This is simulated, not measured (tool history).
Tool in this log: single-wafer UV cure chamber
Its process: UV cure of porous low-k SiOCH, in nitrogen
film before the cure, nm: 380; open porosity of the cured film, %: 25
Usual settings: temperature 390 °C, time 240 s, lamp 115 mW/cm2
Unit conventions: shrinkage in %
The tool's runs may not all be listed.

run	hour	temperature	time	lamp	shrinkage
1	0.0	390	240	115	11.192
2	49.8	390	240	115	10.885
3	80.7	390	240	115	11.000
4	98.5	390	240	115	10.723
5	118.8	390	240	115	10.913
6	149.4	390	240	115	10.644
7	171.0	390	240	115	10.732
8	184.1	390	240	115	10.695
9	196.6	390	240	115	10.712
10	211.8	390	240	115	10.485
11	246.7	390	240	115	10.704
12	263.7	403	240	115	10.748
13	299.6	390	185	115	9.004
14	323.1	390	185	115	9.120
15	354.8	390	185	115	8.918
16	380.6	409	240	144	11.318
17	395.3	390	240	115	10.295
18	424.8	390	240	115	9.890
19	447.8	390	280	146	13.970
20	462.5	401	300	148	14.939
21	489.1	401	160	115	10.889
22	514.4	390	240	115	12.401
23	545.3	372	240	115	11.886
24	565.7	397	240	115	12.655
25	588.0	390	195	115	11.752
26	623.8	390	240	115	12.388
27	646.6	390	280	146	14.378
28	665.6	379	290	79	11.594
29	690.4	402	375	126	15.352
30	739.2	390	240	131	12.867

Put back what was entered between runs (2 entries, withheld): which listed runs does each sit between, and how does the hidden state differ from the listed run before to the listed run after?
Run 15 -> run 16: quartz window cleaned (hour 378.1)
  lamp output below its setpoint, %: 42.7 -> 43.7
  measured result minus the result with no hidden state, shrinkage: -2.440 -> -2.664 %
Run 18 -> run 19: UV bulbs replaced (hour 447.3)
  lamp output below its setpoint, %: 45.5 -> 4.43
  measured result minus the result with no hidden state, shrinkage: -2.739 -> -0.213 %

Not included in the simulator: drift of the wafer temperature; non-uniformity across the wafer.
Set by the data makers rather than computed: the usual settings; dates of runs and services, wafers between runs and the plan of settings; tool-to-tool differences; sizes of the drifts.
